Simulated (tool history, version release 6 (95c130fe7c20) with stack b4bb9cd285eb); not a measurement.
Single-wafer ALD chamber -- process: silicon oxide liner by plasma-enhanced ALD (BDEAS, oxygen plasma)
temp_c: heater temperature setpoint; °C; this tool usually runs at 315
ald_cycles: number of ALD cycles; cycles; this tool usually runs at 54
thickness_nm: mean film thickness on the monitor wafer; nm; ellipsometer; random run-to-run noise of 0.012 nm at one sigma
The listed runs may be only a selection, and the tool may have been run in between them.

| run | hour | temp_c | ald_cycles | wafers since the last listed run | hours since the last thermocouple change | hours since the gauge calibration | read-back reference wafer on the same gauge, thickness_nm | thickness_nm |
|---|---|---|---|---|---|---|---|---|
| 1 | 0.0 | 315 | 54 | 0 | 614.0 | 456.2 | 5.295 | 4.765 |
| 2 | 18.2 | 307 | 63 | 150 | 632.2 | 474.4 | 5.293 | 5.608 |
| 3 | 34.6 | 309 | 54 | 135 | 648.6 | 490.8 | 5.292 | 4.793 |
| 4 | 47.1 | 309 | 54 | 103 | 661.1 | 503.3 | 5.290 | 4.794 |
| 5 | 75.7 | 324 | 54 | 236 | 689.7 | 531.9 | 5.287 | 4.703 |
| 6 | 104.7 | 324 | 54 | 239 | 718.7 | 560.9 | 5.289 | 4.685 |
| 7 | 134.4 | 324 | 54 | 245 | 748.4 | 590.6 | 5.284 | 4.698 |
| 8 | 156.8 | 315 | 54 | 185 | 770.8 | 613.0 | 5.280 | 4.758 |
| 9 | 190.2 | 315 | 54 | 276 | 804.2 | 646.4 | 5.280 | 4.756 |
| 10 | 225.0 | 304 | 54 | 287 | 839.0 | 681.2 | 5.280 | 4.812 |
| 11 | 251.5 | 304 | 54 | 219 | 865.5 | 707.7 | 5.274 | 4.822 |
| 12 | 267.0 | 315 | 54 | 128 | 881.0 | 723.2 | 5.274 | 4.758 |
| 13 | 302.6 | 315 | 54 | 294 | 916.6 | 758.8 | 5.274 | 4.747 |
| 14 | 323.9 | 315 | 54 | 176 | 937.9 | 780.1 | 5.272 | 4.726 |
| 15 | 342.5 | 315 | 54 | 153 | 956.5 | 798.7 | 5.272 | 4.765 |
|  | 359.2 | thermocouple changed; heater temperature recalibrated |
| 16 | 359.7 | 315 | 54 | 76 | 0.5 | 815.9 | 5.273 | 4.766 |
| 17 | 377.8 | 315 | 54 | 149 | 18.6 | 834.0 | 5.274 | 4.725 |
| 18 | 403.1 | 324 | 49 | 209 | 43.9 | 859.3 | 5.269 | 4.253 |
| 19 | 426.0 | 315 | 54 | 189 | 66.8 | 882.2 | 5.267 | 4.748 |
| 20 | 447.0 | 315 | 54 | 173 | 87.8 | 903.2 | 5.268 | 4.738 |
| 21 | 470.5 | 315 | 54 | 194 | 111.3 | 926.7 | 5.268 | 4.761 |
| 22 | 525.4 | 328 | 60 | 454 | 166.2 | 981.6 | 5.266 | 5.167 |
| 23 | 595.6 | 323 | 63 | 580 | 236.4 | 1051.8 | 5.264 | 5.482 |
| 24 | 638.1 | 315 | 54 | 351 | 278.9 | 1094.3 | 5.266 | 4.738 |
| 25 | 659.4 | 315 | 54 | 176 | 300.2 | 1115.6 | 5.263 | 4.720 |
| 26 | 672.1 | 325 | 51 | 105 | 312.9 | 1128.3 | 5.263 | 4.406 |
| 27 | 686.0 | 328 | 62 | 115 | 326.8 | 1142.2 | 5.263 | 5.351 |
| 28 | 711.1 | 315 | 54 | 207 | 351.9 | 1167.3 | 5.264 | 4.734 |
| 29 | 729.5 | 325 | 60 | 152 | 370.3 | 1185.7 | 5.264 | 5.213 |
|  | 743.1 | gauge calibrated |
| 30 | 761.1 | 307 | 63 | 261 | 401.9 | 18.0 | 5.391 | 5.685 |
| 31 | 780.9 | 306 | 50 | 163 | 421.7 | 37.8 | 5.381 | 4.542 |
| 32 | 793.5 | 315 | 54 | 104 | 434.3 | 50.4 | 5.376 | 4.865 |
| 33 | 813.0 | 315 | 49 | 161 | 453.8 | 69.9 | 5.373 | 4.379 |
| 34 | 840.8 | 315 | 54 | 230 | 481.6 | 97.7 | 5.369 | 4.836 |
| 35 | 864.0 | 326 | 61 | 191 | 504.8 | 120.9 | 5.361 | 5.365 |
| 36 | 885.8 | 308 | 63 | 180 | 526.6 | 142.7 | 5.356 | 5.710 |
| 37 | 901.4 | 315 | 54 | 129 | 542.2 | 158.3 | 5.348 | 4.826 |
| 38 | 919.9 | 315 | 54 | 153 | 560.7 | 176.8 | 5.346 | 4.803 |
| 39 | 943.0 | 322 | 49 | 191 | 583.8 | 199.9 | 5.343 | 4.328 |
| 40 | 967.2 | 302 | 54 | 200 | 608.0 | 224.1 | 5.338 | 4.869 |
| 41 | 985.9 | 315 | 54 | 154 | 626.7 | 242.8 | 5.337 | 4.792 |
| 42 | 1010.8 | 303 | 54 | 206 | 651.6 | 267.7 | 5.331 | 4.880 |
| 43 | 1036.8 | 305 | 54 | 215 | 677.6 | 293.7 | 5.326 | 4.856 |

A few steps of thickness_nm between consecutive runs. Split each: what settings, incoming material and random variation would produce without the hidden state, and what is left over for the hidden state, along with gauge scatter present in only one of the two compared results (measured, and without hidden state):
Hidden conditions of the tool in this case: wafer temperature above the value expected at the setpoint (K); gauge reads high (%).
Run 23 -> 24: temp_c 323 -> 315, ald_cycles 63 -> 54. thickness_nm -0.744 nm: hidden state +0.018, all else -0.762.
Run 26 -> 27: temp_c 325 -> 328, ald_cycles 51 -> 62. thickness_nm +0.945 nm: hidden state -0.024, all else +0.969.
Run 29 -> 30: temp_c 325 -> 307, ald_cycles 60 -> 63, gauge calibrated. thickness_nm +0.472 nm: hidden state +0.127, all else +0.345.
Run 30 -> 31: temp_c 307 -> 306, ald_cycles 63 -> 50. thickness_nm -1.143 nm: hidden state -0.005, all else -1.138.
Run 36 -> 37: temp_c 308 -> 315, ald_cycles 63 -> 54. thickness_nm -0.884 nm: hidden state +0.003, all else -0.887.

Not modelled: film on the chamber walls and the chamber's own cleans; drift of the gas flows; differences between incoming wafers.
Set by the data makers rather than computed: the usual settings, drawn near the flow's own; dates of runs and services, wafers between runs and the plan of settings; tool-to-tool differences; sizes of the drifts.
